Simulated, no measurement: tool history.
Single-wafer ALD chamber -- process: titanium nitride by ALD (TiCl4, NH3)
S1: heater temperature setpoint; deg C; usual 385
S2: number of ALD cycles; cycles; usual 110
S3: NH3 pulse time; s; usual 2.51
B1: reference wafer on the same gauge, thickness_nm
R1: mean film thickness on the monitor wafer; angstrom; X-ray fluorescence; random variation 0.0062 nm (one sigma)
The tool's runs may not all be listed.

Run 1, day 0.000: usual settings but S1 394 deg C; B1 2.120. Result: R1 24.26 angstrom.
Run 2, day 0.696: usual settings but S2 123 cycles; B1 2.118. Result: R1 27.04 angstrom.
Run 3, day 1.517: usual settings but S2 123 cycles; B1 2.117. Result: R1 27.04 angstrom.
Run 4, day 2.858: usual settings; B1 2.118. Result: R1 24.12 angstrom.
Run 5, day 3.708: usual settings; B1 2.116. Result: R1 24.14 angstrom.
Run 6, day 4.312: usual settings; B1 2.117. Result: R1 24.14 angstrom.
Run 7, day 5.183: usual settings; B1 2.115. Result: R1 24.13 angstrom.
Run 8, day 6.671: usual settings; B1 2.114. Result: R1 24.11 angstrom.
Run 9, day 7.642: usual settings; B1 2.114. Result: R1 24.09 angstrom.
Run 10, day 9.138: usual settings; B1 2.112. Result: R1 24.09 angstrom.
Run 11, day 10.600: usual settings; B1 2.109. Result: R1 24.05 angstrom.
Run 12, day 12.804: usual settings; B1 2.108. Result: R1 24.03 angstrom.
Run 13, day 13.538: usual settings; B1 2.109. Result: R1 24.16 angstrom.
At day 13.971: thermocouple changed; heater temperature recalibrated.
Run 14, day 15.008: usual settings but S3 2.73 s; B1 2.107. Result: R1 24.08 angstrom.
Run 15, day 15.696: usual settings but S3 2.73 s; B1 2.106. Result: R1 24.13 angstrom.
At day 17.838: gauge calibrated.
Run 16, day 18.071: usual settings but S1 390 deg C, S2 91 cycles, S3 2.18 s; B1 2.176. Result: R1 20.41 angstrom.
Run 17, day 18.700: usual settings but S1 391 deg C; B1 2.174. Result: R1 24.97 angstrom.
Run 18, day 19.996: usual settings; B1 2.175. Result: R1 24.84 angstrom.
Run 19, day 21.379: usual settings but S3 3.34 s; B1 2.174. Result: R1 25.26 angstrom.
Run 20, day 22.821: usual settings; B1 2.172. Result: R1 24.86 angstrom.
Run 21, day 27.292: usual settings; B1 2.171. Result: R1 24.70 angstrom.
At day 28.358: showerhead replaced.
Run 22, day 28.379: usual settings but S1 397 deg C, S2 88 cycles, S3 2.96 s; B1 2.168. Result: R1 20.14 angstrom.
Run 23, day 29.462: usual settings but S1 374 deg C, S2 95 cycles, S3 3.50 s; B1 2.166. Result: R1 21.55 angstrom.
Run 24, day 30.633: usual settings but S1 378 deg C, S2 88 cycles, S3 2.04 s; B1 2.168. Result: R1 19.24 angstrom.
Run 25, day 31.858: usual settings; B1 2.167. Result: R1 24.67 angstrom.
Run 26, day 32.833: usual settings but S1 389 deg C, S2 119 cycles, S3 2.07 s; B1 2.165. Result: R1 26.45 angstrom.
Run 27, day 33.792: usual settings but S1 378 deg C; B1 2.163. Result: R1 24.52 angstrom.
Run 28, day 34.571: usual settings but S1 392 deg C, S3 2.78 s; B1 2.161. Result: R1 24.98 angstrom.
Run 29, day 35.133: usual settings but S1 379 deg C, S2 131 cycles, S3 1.98 s; B1 2.163. Result: R1 28.57 angstrom.
Run 30, day 36.371: usual settings; B1 2.161. Result: R1 24.65 angstrom.
Run 31, day 37.775: usual settings but S1 377 deg C, S2 125 cycles, S3 1.91 s; B1 2.161. Result: R1 26.96 angstrom.
Run 32, day 39.129: usual settings; B1 2.160. Result: R1 24.59 angstrom.
Run 33, day 39.817: usual settings; B1 2.159. Result: R1 24.59 angstrom.
Run 34, day 40.688: usual settings; B1 2.158. Result: R1 24.50 angstrom.
Run 35, day 41.850: usual settings but S2 126 cycles; B1 2.157. Result: R1 28.18 angstrom.
Run 36, day 42.462: usual settings; B1 2.155. Result: R1 24.64 angstrom.
Run 37, day 43.050: usual settings but S2 88 cycles, S3 3.32 s; B1 2.154. Result: R1 19.88 angstrom.
Run 38, day 43.892: usual settings but S1 395 deg C, S2 100 cycles, S3 1.52 s; B1 2.153. Result: R1 21.37 angstrom.
Run 39, day 45.258: usual settings but S1 379 deg C, S3 1.85 s; B1 2.152. Result: R1 23.64 angstrom.

Results for each run, recomputed without the tool's hidden state and with each run's random variation untouched:
Hidden state at play: wafer temperature above the value expected at the setpoint (K); gauge reads high (%).
run     R1
  1  24.95
  2  27.82
  3  27.83
  4  24.84
  5  24.87
  6  24.87
  7  24.87
  8  24.87
  9  24.85
 10  24.87
 11  24.84
 12  24.85
 13  24.99
 14  24.92
 15  24.97
 16  20.44
 17  25.02
 18  24.90
 19  25.34
 20  24.95
 21  24.83
 22  20.26
 23  21.68
 24  19.37
 25  24.84
 26  26.65
 27  24.71
 28  25.18
 29  28.81
 30  24.86
 31  27.21
 32  24.83
 33  24.84
 34  24.76
 35  28.49
 36  24.92
 37  20.11
 38  21.63
 39  23.94
